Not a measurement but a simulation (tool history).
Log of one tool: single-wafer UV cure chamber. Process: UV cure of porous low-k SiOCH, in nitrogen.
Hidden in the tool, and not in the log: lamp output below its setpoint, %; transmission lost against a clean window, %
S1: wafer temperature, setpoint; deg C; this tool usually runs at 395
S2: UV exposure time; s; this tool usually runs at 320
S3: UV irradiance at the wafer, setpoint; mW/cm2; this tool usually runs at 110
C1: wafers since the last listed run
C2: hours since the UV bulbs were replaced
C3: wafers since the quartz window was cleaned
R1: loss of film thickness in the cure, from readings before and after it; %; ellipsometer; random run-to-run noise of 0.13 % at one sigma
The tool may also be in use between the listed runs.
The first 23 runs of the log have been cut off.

| run | hour | S1 | S2 | S3 | C1 | C2 | C3 | R1 |
|---|---|---|---|---|---|---|---|---|
|  | 334.1 | quartz window cleaned |
| 24 | 334.6 | 395 | 385 | 127 | 40 | 159.4 | 1 | 15.810 |
| 25 | 335.0 | 414 | 320 | 110 | 1 | 159.8 | 2 | 14.815 |
| 26 | 339.5 | 376 | 460 | 110 | 15 | 164.3 | 18 | 15.757 |
| 27 | 348.8 | 395 | 320 | 110 | 31 | 173.6 | 49 | 14.092 |
| 28 | 356.7 | 395 | 320 | 110 | 26 | 181.5 | 76 | 14.159 |
| 29 | 368.3 | 395 | 320 | 110 | 39 | 193.1 | 115 | 14.403 |
| 30 | 384.5 | 401 | 320 | 124 | 54 | 209.3 | 170 | 14.809 |
| 31 | 399.7 | 406 | 320 | 110 | 51 | 224.5 | 222 | 14.444 |
| 32 | 412.0 | 412 | 250 | 131 | 41 | 236.8 | 263 | 14.265 |
| 33 | 419.8 | 385 | 390 | 82 | 26 | 244.6 | 290 | 13.512 |
| 34 | 427.5 | 395 | 370 | 91 | 26 | 252.3 | 316 | 14.239 |
| 35 | 435.8 | 395 | 435 | 131 | 28 | 260.6 | 344 | 16.561 |
| 36 | 442.5 | 395 | 320 | 110 | 22 | 267.3 | 367 | 14.173 |

What if the next run were any one of these 5? Each begins from the tool's condition after run 36:
| A | 443.0 | 395 | 215 | 110 | 1 | 267.8 | 369 | ? |
| B | 443.0 | 395 | 140 | 98 | 1 | 267.8 | 369 | ? |
| C | 443.0 | 395 | 495 | 110 | 1 | 267.8 | 369 | ? |
| D | 443.0 | 382 | 435 | 110 | 1 | 267.8 | 369 | ? |
| E | 443.0 | 395 | 260 | 98 | 1 | 267.8 | 369 | ? |

| run | R1 |
|---|---|
| A | 12.558 |
| B | 10.004 |
| C | 16.720 |
| D | 15.799 |
| E | 12.918 |
Without the tool's hidden state the same runs would have given:
| run | R1 |
|---|---|
| A | 12.688 |
| B | 10.128 |
| C | 16.858 |
| D | 15.937 |
| E | 13.050 |
